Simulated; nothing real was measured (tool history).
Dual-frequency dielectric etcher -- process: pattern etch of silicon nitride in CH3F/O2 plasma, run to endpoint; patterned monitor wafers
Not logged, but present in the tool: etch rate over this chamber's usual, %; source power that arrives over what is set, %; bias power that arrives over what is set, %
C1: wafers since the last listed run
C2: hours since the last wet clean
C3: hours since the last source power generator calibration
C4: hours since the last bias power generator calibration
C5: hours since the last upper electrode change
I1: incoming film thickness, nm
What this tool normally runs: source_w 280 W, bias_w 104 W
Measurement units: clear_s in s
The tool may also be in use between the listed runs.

{"run": 1, "hour": 0.0, "source_w": 280, "bias_w": 98, "C1": 0, "C2": 311.1, "C3": 2502.8, "C4": 2588.4, "C5": 2920.6, "I1": 63.3, "clear_s": 71.2}
{"run": 2, "hour": 18.9, "source_w": 280, "bias_w": 104, "C1": 99, "C2": 330.0, "C3": 2521.7, "C4": 2607.3, "C5": 2939.5, "I1": 63.8, "clear_s": 71.0}
{"run": 3, "hour": 40.6, "source_w": 280, "bias_w": 104, "C1": 114, "C2": 351.7, "C3": 2543.4, "C4": 2629.0, "C5": 2961.2, "I1": 63.3, "clear_s": 70.7}
{"run": 4, "hour": 71.5, "source_w": 280, "bias_w": 104, "C1": 162, "C2": 382.6, "C3": 2574.3, "C4": 2659.9, "C5": 2992.1, "I1": 63.5, "clear_s": 71.1}
{"run": 5, "hour": 142.9, "source_w": 280, "bias_w": 104, "C1": 376, "C2": 454.0, "C3": 2645.7, "C4": 2731.3, "C5": 3063.5, "I1": 64.4, "clear_s": 72.2}
{"run": 6, "hour": 175.1, "source_w": 280, "bias_w": 104, "C1": 169, "C2": 486.2, "C3": 2677.9, "C4": 2763.5, "C5": 3095.7, "I1": 63.5, "clear_s": 71.6}
{"run": 7, "hour": 196.9, "source_w": 280, "bias_w": 104, "C1": 114, "C2": 508.0, "C3": 2699.7, "C4": 2785.3, "C5": 3117.5, "I1": 63.2, "clear_s": 70.9}
{"run": 8, "hour": 230.8, "source_w": 280, "bias_w": 104, "C1": 178, "C2": 541.9, "C3": 2733.6, "C4": 2819.2, "C5": 3151.4, "I1": 63.6, "clear_s": 72.0}
{"run": 9, "hour": 265.5, "source_w": 280, "bias_w": 104, "C1": 182, "C2": 576.6, "C3": 2768.3, "C4": 2853.9, "C5": 3186.1, "I1": 63.2, "clear_s": 70.7}
{"run": 10, "hour": 293.0, "source_w": 280, "bias_w": 104, "C1": 144, "C2": 604.1, "C3": 2795.8, "C4": 2881.4, "C5": 3213.6, "I1": 63.3, "clear_s": 71.0}
{"hour": 319.1, "done": "wet clean of the chamber"}
{"run": 11, "hour": 319.6, "source_w": 280, "bias_w": 104, "C1": 13, "C2": 0.5, "C3": 2822.4, "C4": 2908.0, "C5": 3240.2, "I1": 64.4, "clear_s": 68.3}
{"run": 12, "hour": 348.5, "source_w": 280, "bias_w": 104, "C1": 152, "C2": 29.4, "C3": 2851.3, "C4": 2936.9, "C5": 3269.1, "I1": 63.3, "clear_s": 67.1}
{"run": 13, "hour": 376.5, "source_w": 280, "bias_w": 104, "C1": 147, "C2": 57.4, "C3": 2879.3, "C4": 2964.9, "C5": 3297.1, "I1": 63.7, "clear_s": 68.5}
{"hour": 427.9, "done": "source power generator calibrated"}
{"run": 14, "hour": 428.4, "source_w": 330, "bias_w": 116, "C1": 252, "C2": 109.3, "C3": 0.5, "C4": 3016.8, "C5": 3349.0, "I1": 62.9, "clear_s": 62.7}
{"run": 15, "hour": 446.9, "source_w": 310, "bias_w": 86, "C1": 97, "C2": 127.8, "C3": 19.0, "C4": 3035.3, "C5": 3367.5, "I1": 63.5, "clear_s": 69.8}
{"run": 16, "hour": 482.5, "source_w": 280, "bias_w": 104, "C1": 187, "C2": 163.4, "C3": 54.6, "C4": 3070.9, "C5": 3403.1, "I1": 63.2, "clear_s": 67.5}
{"run": 17, "hour": 512.0, "source_w": 280, "bias_w": 104, "C1": 155, "C2": 192.9, "C3": 84.1, "C4": 3100.4, "C5": 3432.6, "I1": 62.7, "clear_s": 67.6}
{"run": 18, "hour": 546.2, "source_w": 320, "bias_w": 93, "C1": 180, "C2": 227.1, "C3": 118.3, "C4": 3134.6, "C5": 3466.8, "I1": 63.4, "clear_s": 68.5}

Predict the results of run 19:
{"hour": 569.1, "done": "bias power generator calibrated"}
{"hour": 592.7, "done": "upper electrode replaced"}
{"run": 19, "hour": 593.2, "source_w": 280, "bias_w": 104, "C1": 102, "C2": 274.1, "C3": 165.3, "C4": 24.1, "C5": 0.5, "I1": 63.3, "clear_s": "?"}

clear_s: 68.0 s
On a tool with no hidden condition, and with the same random variation, this run would have come out at clear_s 67.1 s.

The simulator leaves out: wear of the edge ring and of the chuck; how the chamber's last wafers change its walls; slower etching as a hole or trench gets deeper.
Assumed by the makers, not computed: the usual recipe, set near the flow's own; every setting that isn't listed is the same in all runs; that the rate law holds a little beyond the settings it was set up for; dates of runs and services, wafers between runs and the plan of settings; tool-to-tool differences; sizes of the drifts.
